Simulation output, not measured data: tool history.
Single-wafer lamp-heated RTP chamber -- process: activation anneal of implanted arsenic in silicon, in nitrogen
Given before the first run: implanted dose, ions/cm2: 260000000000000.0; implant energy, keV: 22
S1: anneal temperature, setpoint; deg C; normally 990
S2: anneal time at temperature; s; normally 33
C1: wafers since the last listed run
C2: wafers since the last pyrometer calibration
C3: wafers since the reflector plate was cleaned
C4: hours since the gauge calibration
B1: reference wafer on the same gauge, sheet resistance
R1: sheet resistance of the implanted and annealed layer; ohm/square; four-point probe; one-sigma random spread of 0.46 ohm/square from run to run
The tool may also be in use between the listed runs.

Run 1, hour 0: usual settings but S2 42 s; C1 0; C2 4503; C3 5283; C4 594; B1 254.68. Result: R1 303.43 ohm/square.
Run 2, hour 24.1: usual settings but S1 978 deg C; C1 355; C2 4859; C3 5639; C4 618.1; B1 254.58. Result: R1 305.09 ohm/square.
At hour 91.8: reflector plate cleaned.
Run 3, hour 96.1: usual settings; C1 944; C2 5803; C3 62; C4 690.1; B1 254.78. Result: R1 304.35 ohm/square.
At hour 143.8: pyrometer window cleaned and pyrometer calibrated.
Run 4, hour 161: usual settings; C1 839; C2 254; C3 902; C4 755; B1 254.96. Result: R1 305.03 ohm/square.
Run 5, hour 186.7: usual settings but S1 971 deg C, S2 41 s; C1 379; C2 633; C3 1281; C4 780.7; B1 254.93. Result: R1 305.32 ohm/square.
Run 6, hour 238.5: usual settings but S1 971 deg C, S2 41 s; C1 764; C2 1397; C3 2046; C4 832.5; B1 255.11. Result: R1 305.9 ohm/square.
Run 7, hour 304.8: usual settings but S1 971 deg C, S2 41 s; C1 978; C2 2376; C3 3024; C4 898.8; B1 255.35. Result: R1 306.04 ohm/square.
Run 8, hour 354.7: usual settings but S1 998 deg C, S2 17 s; C1 736; C2 3112; C3 3761; C4 948.7; B1 255.47. Result: R1 306.66 ohm/square.
Run 9, hour 567.2: usual settings but S1 979 deg C; C1 3136; C2 6249; C3 6897; C4 1161.2; B1 256.07. Result: R1 307.13 ohm/square.
At hour 614.3: pyrometer window cleaned and pyrometer calibrated.
Run 10, hour 634.3: usual settings but S1 979 deg C; C1 872; C2 294; C3 7769; C4 1228.3; B1 256.41. Result: R1 306.99 ohm/square.
At hour 666.3: reflector plate cleaned.
Run 11, hour 676.2: usual settings but S1 979 deg C; C1 500; C2 794; C3 146; C4 1270.2; B1 256.52. Result: R1 308 ohm/square.
Run 12, hour 700.3: usual settings; C1 355; C2 1150; C3 501; C4 1294.3; B1 256.59. Result: R1 307.46 ohm/square.
Run 13, hour 740.2: usual settings but S1 1011 deg C, S2 20 s; C1 588; C2 1739; C3 1090; C4 1334.2; B1 256.74. Result: R1 307.49 ohm/square.
Run 14, hour 771.7: usual settings but S1 1000 deg C, S2 19 s; C1 464; C2 2204; C3 1555; C4 1365.7; B1 256.85. Result: R1 308.41 ohm/square.
At hour 827.8: gauge calibrated.
Run 15, hour 833.9: usual settings but S2 28 s; C1 917; C2 3122; C3 2473; C4 6.1; B1 254.29. Result: R1 304.08 ohm/square.
Run 16, hour 891.8: usual settings but S1 981 deg C, S2 21 s; C1 854; C2 3976; C3 3327; C4 64; B1 254.39. Result: R1 305.75 ohm/square.
Run 17, hour 924.7: usual settings but S2 15 s; C1 485; C2 4462; C3 3813; C4 96.9; B1 254.34. Result: R1 307.06 ohm/square.
Run 18, hour 996.1: usual settings but S1 978 deg C, S2 52 s; C1 1053; C2 5516; C3 4867; C4 168.3; B1 254.35. Result: R1 303.59 ohm/square.
Run 19, hour 1060.6: usual settings but S1 1005 deg C; C1 951; C2 6467; C3 5819; C4 232.8; B1 254.39. Result: R1 302.78 ohm/square.
At hour 1115.3: pyrometer window cleaned and pyrometer calibrated.
At hour 1147.8: reflector plate cleaned.
Run 20, hour 1267.2: usual settings but S1 979 deg C, S2 24 s; C1 2812; C2 2123; C3 1762; C4 439.4; B1 254.57. Result: R1 306.73 ohm/square.
Run 21, hour 1315.5: usual settings; C1 712; C2 2835; C3 2475; C4 487.7; B1 254.65. Result: R1 304.84 ohm/square.
Run 22, hour 1341.5: usual settings but S1 963 deg C, S2 41 s; C1 383; C2 3219; C3 2859; C4 513.7; B1 254.67. Result: R1 306.55 ohm/square.
Run 23, hour 1410.2: usual settings; C1 1013; C2 4233; C3 3872; C4 582.4; B1 254.88. Result: R1 304.6 ohm/square.
Run 24, hour 1458.3: usual settings but S1 1019 deg C; C1 709; C2 4943; C3 4582; C4 630.5; B1 254.95. Result: R1 302.33 ohm/square.
Run 25, hour 1501.2: usual settings but S1 1020 deg C, S2 50 s; C1 633; C2 5576; C3 5215; C4 673.4; B1 255.03. Result: R1 299.26 ohm/square.
Run 26, hour 1567.3: usual settings but S1 979 deg C, S2 20 s; C1 975; C2 6552; C3 6191; C4 739.5; B1 255.06. Result: R1 308.05 ohm/square.
Run 27, hour 1631.7: usual settings; C1 950; C2 7502; C3 7141; C4 803.9; B1 255.32. Result: R1 306.34 ohm/square.
At hour 1644.7: pyrometer window cleaned and pyrometer calibrated.
Run 28, hour 1679.9: usual settings; C1 593; C2 519; C3 7735; C4 852.1; B1 255.45. Result: R1 305.46 ohm/square.
Run 29, hour 1716.9: usual settings but S1 1015 deg C, S2 28 s; C1 546; C2 1065; C3 8281; C4 889.1; B1 255.5. Result: R1 303.8 ohm/square.
At hour 1733.7: reflector plate cleaned.
Run 30, hour 1754.3: usual settings; C1 433; C2 1499; C3 304; C4 926.5; B1 255.66. Result: R1 305.79 ohm/square.
Run 31, hour 1797.8: usual settings; C1 641; C2 2141; C3 946; C4 970; B1 255.72. Result: R1 306.13 ohm/square.
Run 32, hour 1866.2: usual settings but S1 1015 deg C; C1 1009; C2 3150; C3 1956; C4 1038.4; B1 256. Result: R1 302.9 ohm/square.
Run 33, hour 1897.3: usual settings; C1 458; C2 3609; C3 2415; C4 1069.5; B1 256.07. Result: R1 306.66 ohm/square.
Run 34, hour 1934.7: usual settings but S1 1003 deg C, S2 23 s; C1 551; C2 4161; C3 2966; C4 1106.9; B1 256.21. Result: R1 307.65 ohm/square.
Run 35, hour 2000.5: usual settings; C1 971; C2 5132; C3 3938; C4 1172.7; B1 256.42. Result: R1 306.58 ohm/square.

For each entry between runs, how does the tool's hidden state at the last listed run before it compare with that at the first listed run after it?
Between runs 2 and 3: reflector plate cleaned (hour 91.8)
  gauge reads high (%): 0.246 -> 0.303
  the result without the hidden state subtracted from the measured one, R1: +0.75 -> +0.92 ohm/square
Between runs 3 and 4: pyrometer window cleaned and pyrometer calibrated (hour 143.8)
  gauge reads high (%): 0.303 -> 0.36
  the result without the hidden state subtracted from the measured one, R1: +0.92 -> +1.1 ohm/square
Between runs 9 and 10: pyrometer window cleaned and pyrometer calibrated (hour 614.3)
  gauge reads high (%): 0.833 -> 0.93
  the result without the hidden state subtracted from the measured one, R1: +2.54 -> +2.83 ohm/square
Between runs 10 and 11: reflector plate cleaned (hour 666.3)
  gauge reads high (%): 0.93 -> 0.994
  the result without the hidden state subtracted from the measured one, R1: +2.83 -> +3.03 ohm/square
Between runs 14 and 15: gauge calibrated (hour 827.8)
  gauge reads high (%): 1.15 -> 0.126
  the result without the hidden state subtracted from the measured one, R1: +3.49 -> +0.38 ohm/square
Between runs 19 and 20: pyrometer window cleaned and pyrometer calibrated (hour 1115.3); reflector plate cleaned (hour 1147.8)
  gauge reads high (%): 0.159 -> 0.243
  the result without the hidden state subtracted from the measured one, R1: +0.48 -> +0.74 ohm/square
Between runs 27 and 28: pyrometer window cleaned and pyrometer calibrated (hour 1644.7)
  gauge reads high (%): 0.518 -> 0.567
  the result without the hidden state subtracted from the measured one, R1: +1.58 -> +1.72 ohm/square
Between runs 29 and 30: reflector plate cleaned (hour 1733.7)
  gauge reads high (%): 0.606 -> 0.647
  the result without the hidden state subtracted from the measured one, R1: +1.83 -> +1.96 ohm/square
